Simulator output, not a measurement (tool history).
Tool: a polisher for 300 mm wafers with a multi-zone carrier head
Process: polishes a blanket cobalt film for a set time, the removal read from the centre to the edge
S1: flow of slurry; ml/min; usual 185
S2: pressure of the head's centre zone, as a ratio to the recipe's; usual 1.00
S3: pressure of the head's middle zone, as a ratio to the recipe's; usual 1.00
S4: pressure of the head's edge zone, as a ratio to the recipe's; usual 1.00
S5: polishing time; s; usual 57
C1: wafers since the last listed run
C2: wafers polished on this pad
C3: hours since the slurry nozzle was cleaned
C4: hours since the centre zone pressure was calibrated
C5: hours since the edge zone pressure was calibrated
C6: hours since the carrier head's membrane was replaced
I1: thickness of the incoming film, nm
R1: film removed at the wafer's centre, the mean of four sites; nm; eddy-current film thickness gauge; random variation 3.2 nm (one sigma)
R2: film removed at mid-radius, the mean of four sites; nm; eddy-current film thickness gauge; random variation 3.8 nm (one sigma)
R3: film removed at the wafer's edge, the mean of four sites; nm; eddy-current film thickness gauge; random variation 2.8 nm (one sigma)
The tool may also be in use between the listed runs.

| run | day | S1 | S2 | S3 | S4 | S5 | C1 | C2 | C3 | C4 | C5 | C6 | I1 | R1 | R2 | R3 |
|---|---|---|---|---|---|---|---|---|---|---|---|---|---|---|---|---|
| 1 | 0.000 | 185 | 1.00 | 1.00 | 1.05 | 57 | 0 | 2367 | 404.5 | 249.5 | 170.8 | 684.3 | 1205.3 | 385.0 | 379.8 | 381.8 |
| 2 | 1.921 | 185 | 1.00 | 1.00 | 1.05 | 57 | 450 | 2818 | 450.6 | 295.6 | 216.9 | 730.4 | 1215.9 | 387.6 | 389.0 | 385.2 |
| 3 | 6.254 | 185 | 1.00 | 1.00 | 1.00 | 57 | 1015 | 3833 | 554.6 | 399.6 | 320.9 | 834.4 | 1192.3 | 381.9 | 381.3 | 370.8 |
| 4 | 8.342 | 185 | 1.00 | 1.00 | 1.00 | 57 | 489 | 4322 | 604.7 | 449.7 | 371.0 | 884.5 | 1200.3 | 376.2 | 372.2 | 368.6 |
|  | 8.846 | centre zone pressure recalibrated |
| 5 | 11.808 | 185 | 1.00 | 1.00 | 1.00 | 57 | 792 | 5115 | 687.9 | 71.1 | 454.2 | 967.7 | 1200.3 | 377.6 | 371.9 | 368.4 |
|  | 12.233 | worn pad replaced by a new one |
| 6 | 13.475 | 185 | 1.00 | 1.00 | 1.00 | 57 | 351 | 291 | 727.9 | 111.1 | 494.2 | 1007.7 | 1207.8 | 382.2 | 382.9 | 377.2 |
|  | 13.933 | slurry nozzle cleaned |
| 7 | 16.433 | 185 | 1.00 | 1.00 | 1.00 | 57 | 683 | 974 | 60.0 | 182.1 | 565.2 | 1078.7 | 1184.7 | 400.4 | 394.0 | 386.1 |
| 8 | 20.533 | 185 | 1.00 | 1.00 | 0.90 | 57 | 960 | 1935 | 158.4 | 280.5 | 663.6 | 1177.1 | 1210.0 | 399.2 | 389.3 | 362.4 |
| 9 | 23.654 | 185 | 1.00 | 1.00 | 1.00 | 57 | 731 | 2666 | 233.3 | 355.4 | 738.5 | 1252.0 | 1205.6 | 394.6 | 391.3 | 378.3 |
| 10 | 27.225 | 185 | 1.00 | 0.94 | 1.00 | 73 | 836 | 3503 | 319.0 | 441.1 | 824.2 | 1337.7 | 1205.2 | 506.3 | 464.1 | 479.5 |
|  | 30.246 | worn pad replaced by a new one |
|  | 30.812 | centre zone pressure recalibrated |
| 11 | 30.871 | 185 | 1.00 | 1.00 | 1.06 | 57 | 795 | 127 | 406.5 | 1.4 | 911.7 | 1425.2 | 1201.5 | 399.8 | 392.9 | 399.3 |
| 12 | 33.054 | 185 | 1.00 | 1.00 | 1.00 | 57 | 511 | 639 | 458.9 | 53.8 | 964.1 | 1477.6 | 1198.2 | 391.1 | 390.8 | 376.6 |
|  | 33.433 | edge zone pressure recalibrated |
| 13 | 36.250 | 185 | 1.11 | 0.93 | 0.93 | 57 | 729 | 1368 | 535.6 | 130.5 | 67.6 | 1554.3 | 1219.3 | 429.4 | 361.5 | 362.6 |
|  | 39.804 | carrier head's membrane replaced by a new one |
| 14 | 40.279 | 130 | 1.10 | 1.00 | 1.00 | 57 | 895 | 2263 | 632.3 | 227.2 | 164.3 | 11.4 | 1196.4 | 388.4 | 350.4 | 351.8 |
| 15 | 42.579 | 185 | 1.11 | 0.93 | 0.93 | 57 | 539 | 2803 | 687.5 | 282.4 | 219.5 | 66.6 | 1199.0 | 417.5 | 352.9 | 349.6 |
| 16 | 45.108 | 145 | 1.00 | 0.93 | 1.00 | 57 | 592 | 3395 | 748.2 | 343.1 | 280.2 | 127.3 | 1223.4 | 353.7 | 333.8 | 354.1 |
|  | 47.017 | slurry nozzle cleaned |
| 17 | 49.262 | 185 | 1.00 | 1.00 | 1.07 | 57 | 963 | 4359 | 53.9 | 442.8 | 379.9 | 227.0 | 1237.7 | 394.9 | 379.7 | 387.8 |
|  | 49.892 | centre zone pressure recalibrated |
|  | 50.088 | worn pad replaced by a new one |
| 18 | 51.862 | 145 | 1.00 | 1.00 | 1.00 | 67 | 550 | 415 | 116.3 | 47.3 | 442.3 | 289.4 | 1206.6 | 459.2 | 457.6 | 445.7 |
| 19 | 54.238 | 185 | 1.00 | 1.00 | 1.00 | 57 | 556 | 972 | 173.3 | 104.3 | 499.3 | 346.4 | 1211.0 | 403.3 | 400.1 | 386.5 |
| 20 | 57.638 | 220 | 1.00 | 0.90 | 0.94 | 57 | 796 | 1769 | 254.9 | 185.9 | 580.9 | 428.0 | 1195.3 | 411.0 | 367.9 | 377.2 |
| 21 | 61.154 | 185 | 1.00 | 1.00 | 0.88 | 57 | 824 | 2593 | 339.3 | 270.3 | 665.3 | 512.4 | 1205.0 | 396.2 | 386.8 | 352.1 |
| 22 | 63.129 | 185 | 1.00 | 1.00 | 1.00 | 57 | 462 | 3056 | 386.7 | 317.7 | 712.7 | 559.8 | 1232.7 | 382.7 | 387.1 | 374.5 |

4 ways to go on from here, each from the tool as it stands after run 22. What would each give?
| A | 63.146 | 185 | 1.07 | 1.00 | 1.00 | 57 | 3 | 3060 | 387.1 | 318.1 | 713.1 | 560.2 | 1192.9 | ? | ? | ? |
| B | 63.146 | 240 | 1.06 | 0.89 | 0.91 | 57 | 3 | 3060 | 387.1 | 318.1 | 713.1 | 560.2 | 1192.9 | ? | ? | ? |
| C | 63.146 | 185 | 0.93 | 1.00 | 1.12 | 57 | 3 | 3060 | 387.1 | 318.1 | 713.1 | 560.2 | 1192.9 | ? | ? | ? |
| D | 63.146 | 245 | 1.00 | 1.00 | 1.09 | 57 | 3 | 3060 | 387.1 | 318.1 | 713.1 | 560.2 | 1192.9 | ? | ? | ? |

| run | R1 | R2 | R3 |
|---|---|---|---|
| A | 420.0 | 377.3 | 375.8 |
| B | 430.5 | 353.1 | 368.3 |
| C | 364.7 | 377.6 | 397.6 |
| D | 407.3 | 390.2 | 401.9 |
Without the tool's hidden state the same runs would have given:
| run | R1 | R2 | R3 |
|---|---|---|---|
| A | 440.5 | 395.2 | 392.4 |
| B | 450.4 | 369.1 | 384.0 |
| C | 382.5 | 395.4 | 415.1 |
| D | 426.0 | 407.8 | 419.0 |
